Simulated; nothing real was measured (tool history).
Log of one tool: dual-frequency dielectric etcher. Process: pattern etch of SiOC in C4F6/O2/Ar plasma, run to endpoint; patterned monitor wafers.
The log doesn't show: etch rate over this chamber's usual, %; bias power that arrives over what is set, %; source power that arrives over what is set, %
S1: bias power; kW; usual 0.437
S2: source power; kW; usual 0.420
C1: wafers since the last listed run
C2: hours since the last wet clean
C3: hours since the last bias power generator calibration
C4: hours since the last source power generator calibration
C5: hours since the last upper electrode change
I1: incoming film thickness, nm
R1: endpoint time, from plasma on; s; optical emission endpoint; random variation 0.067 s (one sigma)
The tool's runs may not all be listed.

run    hour     S1     S2    C1     C2      C3      C4      C5     I1    R1
  1     0.0  0.437  0.500     0  466.2  1401.7  3640.8  4062.3  44.35  13.6
        8.4  -- wet clean of the chamber
  2    80.4  0.437  0.500  1224   72.0  1482.1  3721.2  4142.7  44.86  13.6
  3   122.8  0.437  0.420   720  114.4  1524.5  3763.6  4185.1  44.81  14.2
  4   196.5  0.437  0.420  1253  188.1  1598.2  3837.3  4258.8  44.50  14.2
  5   292.4  0.437  0.420  1630  284.0  1694.1  3933.2  4354.7  44.47  14.4
      406.1  -- wet clean of the chamber
      546.3  -- bias power generator calibrated
      594.1  -- wet clean of the chamber, repeated, since the last time left the tool worse
  6   594.6  0.437  0.420  4254    0.5    48.3  4235.4  4656.9  44.70  14.1
  7   676.0  0.356  0.420  1384   81.9   129.7  4316.8  4738.3  43.98  15.0
      682.8  -- source power generator calibrated
  8   750.9  0.356  0.420  1205  156.8   204.6    68.1  4813.2  44.46  15.1
  9   796.8  0.475  0.330   780  202.7   250.5   114.0  4859.1  44.70  15.3
 10   901.9  0.503  0.460  1786  307.8   355.6   219.1  4964.2  44.24  13.2
 11   944.0  0.437  0.330   715  349.9   397.7   261.2  5006.3  44.61  15.8
     1004.0  -- wet clean of the chamber
     1013.6  -- upper electrode replaced
 12  1018.1  0.437  0.420   687   14.1   471.8   335.3     4.5  44.59  14.1
 13  1056.1  0.437  0.420   646   52.1   509.8   373.3    42.5  44.56  14.1
 14  1132.8  0.437  0.420  1304  128.8   586.5   450.0   119.2  44.48  14.2
 15  1234.3  0.437  0.480  1725  230.3   688.0   551.5   220.7  45.23  14.0
 16  1311.8  0.535  0.500  1317  307.8   765.5   629.0   298.2  44.73  12.7
 17  1385.4  0.358  0.350  1251  381.4   839.1   702.6   371.8  44.98  16.5

Forecast each of these 5 alternatives for the next run:
  A  1385.8  0.437  0.390   6  381.8  839.5  703.0  372.2  44.50   ?
  B  1385.8  0.489  0.500   6  381.8  839.5  703.0  372.2  44.50   ?
  C  1385.8  0.469  0.390   6  381.8  839.5  703.0  372.2  44.50   ?
  D  1385.8  0.543  0.450   6  381.8  839.5  703.0  372.2  44.50   ?
  E  1385.8  0.524  0.510   6  381.8  839.5  703.0  372.2  44.50   ?

run    R1
  A  14.9
  B  13.2
  C  14.6
  D  13.2
  E  12.8
Without the tool's hidden state the same runs would have given:
run    R1
  A  14.4
  B  12.8
  C  14.1
  D  12.8
  E  12.4
